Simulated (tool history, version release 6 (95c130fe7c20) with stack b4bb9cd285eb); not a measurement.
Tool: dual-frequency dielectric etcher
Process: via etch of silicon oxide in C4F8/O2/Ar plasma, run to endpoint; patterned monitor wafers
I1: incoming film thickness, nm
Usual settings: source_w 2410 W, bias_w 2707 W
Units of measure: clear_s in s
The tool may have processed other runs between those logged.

{"run": 1, "hour": 0.0, "source_w": 2410, "bias_w": 2707, "I1": 1485.1, "clear_s": 254.9}
{"run": 2, "hour": 107.6, "source_w": 2800, "bias_w": 2707, "I1": 1464.7, "clear_s": 235.4}
{"run": 3, "hour": 160.0, "source_w": 2800, "bias_w": 2707, "I1": 1481.6, "clear_s": 237.8}
{"hour": 234.5, "done": "wet clean of the chamber"}
{"run": 4, "hour": 260.0, "source_w": 2800, "bias_w": 2707, "I1": 1485.3, "clear_s": 238.1}
{"run": 5, "hour": 579.6, "source_w": 2680, "bias_w": 2927, "I1": 1474.0, "clear_s": 235.5}
{"run": 6, "hour": 668.1, "source_w": 2680, "bias_w": 2927, "I1": 1465.8, "clear_s": 234.3}
{"run": 7, "hour": 987.6, "source_w": 2410, "bias_w": 2707, "I1": 1466.1, "clear_s": 252.7}
{"hour": 1039.5, "done": "wet clean of the chamber"}
{"hour": 1086.7, "done": "bias power generator calibrated"}
{"run": 8, "hour": 1087.2, "source_w": 2410, "bias_w": 2707, "I1": 1483.0, "clear_s": 253.7}
{"run": 9, "hour": 1164.4, "source_w": 2410, "bias_w": 2707, "I1": 1480.8, "clear_s": 255.5}
{"run": 10, "hour": 1243.2, "source_w": 2410, "bias_w": 2707, "I1": 1487.8, "clear_s": 255.1}
{"run": 11, "hour": 1291.2, "source_w": 2410, "bias_w": 2707, "I1": 1479.0, "clear_s": 254.7}
{"run": 12, "hour": 1331.8, "source_w": 2410, "bias_w": 2707, "I1": 1463.9, "clear_s": 252.6}
{"run": 13, "hour": 1435.0, "source_w": 2410, "bias_w": 2707, "I1": 1459.5, "clear_s": 250.4}
{"run": 14, "hour": 1485.0, "source_w": 2410, "bias_w": 2707, "I1": 1479.3, "clear_s": 254.9}
{"run": 15, "hour": 1528.4, "source_w": 2410, "bias_w": 2707, "I1": 1466.9, "clear_s": 254.4}
{"run": 16, "hour": 1648.9, "source_w": 2680, "bias_w": 3372, "I1": 1478.2, "clear_s": 228.7}
{"hour": 1734.4, "done": "wet clean of the chamber"}
{"run": 17, "hour": 1734.9, "source_w": 2700, "bias_w": 3033, "I1": 1468.7, "clear_s": 231.3}
{"run": 18, "hour": 1767.8, "source_w": 2800, "bias_w": 2405, "I1": 1477.5, "clear_s": 244.6}
{"run": 19, "hour": 1858.2, "source_w": 2250, "bias_w": 3265, "I1": 1481.9, "clear_s": 249.6}
{"run": 20, "hour": 1919.5, "source_w": 2710, "bias_w": 2953, "I1": 1466.9, "clear_s": 233.1}
{"run": 21, "hour": 2063.8, "source_w": 1840, "bias_w": 2391, "I1": 1478.1, "clear_s": 298.4}
{"run": 22, "hour": 2135.5, "source_w": 2410, "bias_w": 2288, "I1": 1477.7, "clear_s": 264.5}
{"hour": 2176.0, "done": "upper electrode replaced"}
{"run": 23, "hour": 2206.0, "source_w": 2080, "bias_w": 3270, "I1": 1477.9, "clear_s": 257.8}
{"hour": 2234.7, "done": "source power generator calibrated"}
{"run": 24, "hour": 2275.0, "source_w": 1920, "bias_w": 2707, "I1": 1463.2, "clear_s": 279.7}
{"run": 25, "hour": 2317.7, "source_w": 2890, "bias_w": 2707, "I1": 1500.8, "clear_s": 237.4}
{"hour": 2404.7, "done": "wet clean of the chamber"}
{"run": 26, "hour": 2405.2, "source_w": 2410, "bias_w": 2707, "I1": 1478.6, "clear_s": 255.4}
{"run": 27, "hour": 2505.2, "source_w": 2410, "bias_w": 2707, "I1": 1477.1, "clear_s": 253.7}
{"run": 28, "hour": 2590.2, "source_w": 2740, "bias_w": 3196, "I1": 1478.6, "clear_s": 229.4}
{"run": 29, "hour": 2630.0, "source_w": 2410, "bias_w": 3313, "I1": 1474.3, "clear_s": 241.2}
{"run": 30, "hour": 2724.6, "source_w": 2410, "bias_w": 2707, "I1": 1464.8, "clear_s": 250.3}
{"run": 31, "hour": 2806.4, "source_w": 2680, "bias_w": 3010, "I1": 1481.9, "clear_s": 236.3}
{"run": 32, "hour": 2852.0, "source_w": 2410, "bias_w": 2707, "I1": 1474.6, "clear_s": 254.0}
{"run": 33, "hour": 2891.9, "source_w": 1950, "bias_w": 3129, "I1": 1473.5, "clear_s": 269.0}
{"run": 34, "hour": 2947.7, "source_w": 2410, "bias_w": 2707, "I1": 1476.7, "clear_s": 255.1}
{"run": 35, "hour": 3023.2, "source_w": 2410, "bias_w": 2707, "I1": 1475.9, "clear_s": 254.7}
{"hour": 3070.9, "done": "bias power generator calibrated"}
{"hour": 3124.9, "done": "wet clean of the chamber"}
{"run": 36, "hour": 3130.9, "source_w": 2680, "bias_w": 2707, "I1": 1491.9, "clear_s": 244.9}

What was the tool's hidden state at every run in the log?
etch rate over this chamber's usual, %: 0 in every run
source power that arrives over what is set, %: 0 in every run
bias power that arrives over what is set, %: 0 in every run
